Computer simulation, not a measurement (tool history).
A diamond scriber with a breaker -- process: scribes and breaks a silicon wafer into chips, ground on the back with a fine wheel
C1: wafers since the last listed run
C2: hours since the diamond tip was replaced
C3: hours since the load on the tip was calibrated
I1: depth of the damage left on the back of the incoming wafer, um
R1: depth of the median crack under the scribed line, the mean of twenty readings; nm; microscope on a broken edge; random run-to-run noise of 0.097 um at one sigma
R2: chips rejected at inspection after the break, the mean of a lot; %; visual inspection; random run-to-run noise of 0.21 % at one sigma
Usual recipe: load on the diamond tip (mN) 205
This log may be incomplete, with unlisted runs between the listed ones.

{"run": 1, "hour": 0.0, "load on the diamond tip (mN)": 186, "C1": 0, "C2": 768.8, "C3": 819.9, "I1": 2.54, "R1": 6130, "R2": 11.54}
{"run": 2, "hour": 63.1, "load on the diamond tip (mN)": 186, "C1": 207, "C2": 831.9, "C3": 883.0, "I1": 2.26, "R1": 6290, "R2": 8.64}
{"run": 3, "hour": 108.9, "load on the diamond tip (mN)": 205, "C1": 150, "C2": 877.7, "C3": 928.8, "I1": 2.71, "R1": 6940, "R2": 7.14}
{"run": 4, "hour": 150.3, "load on the diamond tip (mN)": 205, "C1": 135, "C2": 919.1, "C3": 970.2, "I1": 2.35, "R1": 6890, "R2": 5.38}
{"run": 5, "hour": 195.2, "load on the diamond tip (mN)": 240, "C1": 147, "C2": 964.0, "C3": 1015.1, "I1": 2.91, "R1": 7990, "R2": 5.63}
{"run": 6, "hour": 236.5, "load on the diamond tip (mN)": 240, "C1": 135, "C2": 1005.3, "C3": 1056.4, "I1": 2.72, "R1": 7880, "R2": 4.66}
{"run": 7, "hour": 264.3, "load on the diamond tip (mN)": 205, "C1": 91, "C2": 1033.1, "C3": 1084.2, "I1": 2.24, "R1": 6700, "R2": 5.27}
{"run": 8, "hour": 294.2, "load on the diamond tip (mN)": 205, "C1": 98, "C2": 1063.0, "C3": 1114.1, "I1": 2.57, "R1": 6820, "R2": 7.81}
{"run": 9, "hour": 360.3, "load on the diamond tip (mN)": 205, "C1": 216, "C2": 1129.1, "C3": 1180.2, "I1": 2.52, "R1": 6660, "R2": 7.71}
{"run": 10, "hour": 395.5, "load on the diamond tip (mN)": 172, "C1": 115, "C2": 1164.3, "C3": 1215.4, "I1": 2.71, "R1": 5460, "R2": 19.22}
{"run": 11, "hour": 444.7, "load on the diamond tip (mN)": 172, "C1": 161, "C2": 1213.5, "C3": 1264.6, "I1": 1.77, "R1": 5460, "R2": 16.03}
{"run": 12, "hour": 475.2, "load on the diamond tip (mN)": 172, "C1": 100, "C2": 1244.0, "C3": 1295.1, "I1": 2.89, "R1": 5370, "R2": 23.47}
{"hour": 488.3, "done": "diamond tip replaced by a new one"}
{"run": 13, "hour": 537.2, "load on the diamond tip (mN)": 205, "C1": 196, "C2": 48.9, "C3": 1357.1, "I1": 1.59, "R1": 7450, "R2": 1.29}
{"run": 14, "hour": 598.5, "load on the diamond tip (mN)": 179, "C1": 201, "C2": 110.2, "C3": 1418.4, "I1": 1.94, "R1": 6430, "R2": 6.39}
{"run": 15, "hour": 631.3, "load on the diamond tip (mN)": 255, "C1": 107, "C2": 143.0, "C3": 1451.2, "I1": 2.39, "R1": 9090, "R2": 6.65}
{"run": 16, "hour": 693.0, "load on the diamond tip (mN)": 150, "C1": 202, "C2": 204.7, "C3": 1512.9, "I1": 2.1, "R1": 5050, "R2": 23.01}
{"run": 17, "hour": 728.6, "load on the diamond tip (mN)": 205, "C1": 116, "C2": 240.3, "C3": 1548.5, "I1": 2.31, "R1": 7420, "R2": 3.41}
{"run": 18, "hour": 755.4, "load on the diamond tip (mN)": 182, "C1": 87, "C2": 267.1, "C3": 1575.3, "I1": 1.66, "R1": 6410, "R2": 5.16}

Expected results for the next run?
{"run": 19, "hour": 801.2, "load on the diamond tip (mN)": 266, "C1": 150, "C2": 312.9, "C3": 1621.1, "I1": 2.24, "R1": "?", "R2": "?"}

{"run 19": {"R1": 9550, "R2": 7.51}}
If the tool had no hidden condition, the same run with the same run-to-run variation would have returned R1 9840 nm, R2 8.93 %.
